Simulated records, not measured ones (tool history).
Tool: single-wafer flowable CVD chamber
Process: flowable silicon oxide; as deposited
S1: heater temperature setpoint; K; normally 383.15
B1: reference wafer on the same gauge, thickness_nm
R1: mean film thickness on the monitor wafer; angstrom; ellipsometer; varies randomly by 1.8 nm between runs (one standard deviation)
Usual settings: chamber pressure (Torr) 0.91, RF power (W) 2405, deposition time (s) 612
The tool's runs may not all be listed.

run 1 day=0 | S1=383.15 chamber_pressure_(Torr)=0.91 RF_power_(W)=2405 deposition_time_(s)=612 | B1=282.827 | R1=3287.87
run 2 day=2.646 | S1=383.15 chamber_pressure_(Torr)=0.91 RF_power_(W)=2405 deposition_time_(s)=612 | B1=282.919 | R1=3334.14
run 3 day=4.425 | S1=375.15 chamber_pressure_(Torr)=0.91 RF_power_(W)=2405 deposition_time_(s)=612 | B1=283.424 | R1=4548.5
run 4 day=6.283 | S1=383.15 chamber_pressure_(Torr)=0.91 RF_power_(W)=2735 deposition_time_(s)=571 | B1=283.314 | R1=3134.04
run 5 day=7.346 | S1=383.15 chamber_pressure_(Torr)=0.969 RF_power_(W)=2405 deposition_time_(s)=612 | B1=283.427 | R1=3561.29
run 6 day=8.975 | S1=391.15 chamber_pressure_(Torr)=0.91 RF_power_(W)=2405 deposition_time_(s)=612 | B1=283.076 | R1=2527.76
run 7 day=11.117 | S1=369.15 chamber_pressure_(Torr)=1.11 RF_power_(W)=2595 deposition_time_(s)=648 | B1=283.651 | R1=7347.5
-- day=11.821 capacitance manometer re-zeroed and calibrated
run 8 day=12.25 | S1=375.15 chamber_pressure_(Torr)=1.028 RF_power_(W)=1980 deposition_time_(s)=653 | B1=283.871 | R1=5311.75
run 9 day=14.783 | S1=383.15 chamber_pressure_(Torr)=0.91 RF_power_(W)=2875 deposition_time_(s)=612 | B1=283.368 | R1=3390.53
-- day=15.146 showerhead replaced
run 10 day=17.25 | S1=383.15 chamber_pressure_(Torr)=1.007 RF_power_(W)=2405 deposition_time_(s)=612 | B1=283.454 | R1=3715.96
run 11 day=19.717 | S1=383.15 chamber_pressure_(Torr)=0.91 RF_power_(W)=2745 deposition_time_(s)=533 | B1=283.862 | R1=2911
-- day=21.492 thermocouple changed; heater temperature recalibrated
run 12 day=21.512 | S1=383.15 chamber_pressure_(Torr)=0.91 RF_power_(W)=2405 deposition_time_(s)=556 | B1=283.866 | R1=3031.78
run 13 day=23.142 | S1=383.15 chamber_pressure_(Torr)=0.91 RF_power_(W)=2855 deposition_time_(s)=612 | B1=283.478 | R1=3368.73
run 14 day=25.242 | S1=383.15 chamber_pressure_(Torr)=0.91 RF_power_(W)=2405 deposition_time_(s)=612 | B1=283.685 | R1=3325.35
run 15 day=28.112 | S1=383.15 chamber_pressure_(Torr)=0.91 RF_power_(W)=2215 deposition_time_(s)=717 | B1=283.721 | R1=3880.51
run 16 day=29.883 | S1=383.15 chamber_pressure_(Torr)=0.91 RF_power_(W)=2405 deposition_time_(s)=612 | B1=283.944 | R1=3361.57
-- day=30.9 gauge calibrated
run 17 day=31.638 | S1=383.15 chamber_pressure_(Torr)=0.91 RF_power_(W)=2230 deposition_time_(s)=612 | B1=276.975 | R1=3245.99
run 18 day=33.921 | S1=396.15 chamber_pressure_(Torr)=1.133 RF_power_(W)=2405 deposition_time_(s)=612 | B1=276.899 | R1=2637.06
-- day=34.338 RF generator calibrated
run 19 day=35.483 | S1=383.15 chamber_pressure_(Torr)=0.91 RF_power_(W)=2810 deposition_time_(s)=612 | B1=277.776 | R1=3295.77
run 20 day=37.596 | S1=383.15 chamber_pressure_(Torr)=0.91 RF_power_(W)=2405 deposition_time_(s)=612 | B1=277.771 | R1=3281.46
run 21 day=39.625 | S1=396.15 chamber_pressure_(Torr)=0.771 RF_power_(W)=2405 deposition_time_(s)=669 | B1=277.958 | R1=1962.2
run 22 day=41.688 | S1=383.15 chamber_pressure_(Torr)=0.91 RF_power_(W)=2405 deposition_time_(s)=612 | B1=278.327 | R1=3298.34
run 23 day=43.796 | S1=374.15 chamber_pressure_(Torr)=0.91 RF_power_(W)=2795 deposition_time_(s)=612 | B1=278.093 | R1=4736.61
run 24 day=45.104 | S1=383.15 chamber_pressure_(Torr)=1.104 RF_power_(W)=2405 deposition_time_(s)=612 | B1=279.134 | R1=3997.34
run 25 day=46.242 | S1=393.15 chamber_pressure_(Torr)=0.788 RF_power_(W)=1990 deposition_time_(s)=648 | B1=278.872 | R1=2086.7
run 26 day=47.658 | S1=383.15 chamber_pressure_(Torr)=0.91 RF_power_(W)=2405 deposition_time_(s)=612 | B1=278.989 | R1=3297
run 27 day=50.533 | S1=383.15 chamber_pressure_(Torr)=1.054 RF_power_(W)=1970 deposition_time_(s)=612 | B1=279.54 | R1=3693.65
run 28 day=52.979 | S1=383.15 chamber_pressure_(Torr)=1.09 RF_power_(W)=2405 deposition_time_(s)=503 | B1=279.763 | R1=3246.59

Exercise: give the hidden state of the tool at every run:
wafer temperature above the value expected at the setpoint (K): 0 in every run
delivered RF power above the setpoint (%): 0 in every run
true pressure above the setpoint (%): 0 in every run
H1: gauge reads high (%)
run=1 H1=2.2
run=2 H1=2.23
run=3 H1=2.24
run=4 H1=2.26
run=5 H1=2.27
run=6 H1=2.28
run=7 H1=2.29
run=8 H1=2.3
run=9 H1=2.32
run=10 H1=2.33
run=11 H1=2.34
run=12 H1=2.35
run=13 H1=2.36
run=14 H1=2.37
run=15 H1=2.38
run=16 H1=2.39
run=17 H1=-0.112
run=18 H1=0.0342
run=19 H1=0.129
run=20 H1=0.25
run=21 H1=0.359
run=22 H1=0.464
run=23 H1=0.565
run=24 H1=0.624
run=25 H1=0.674
run=26 H1=0.734
run=27 H1=0.848
run=28 H1=0.937
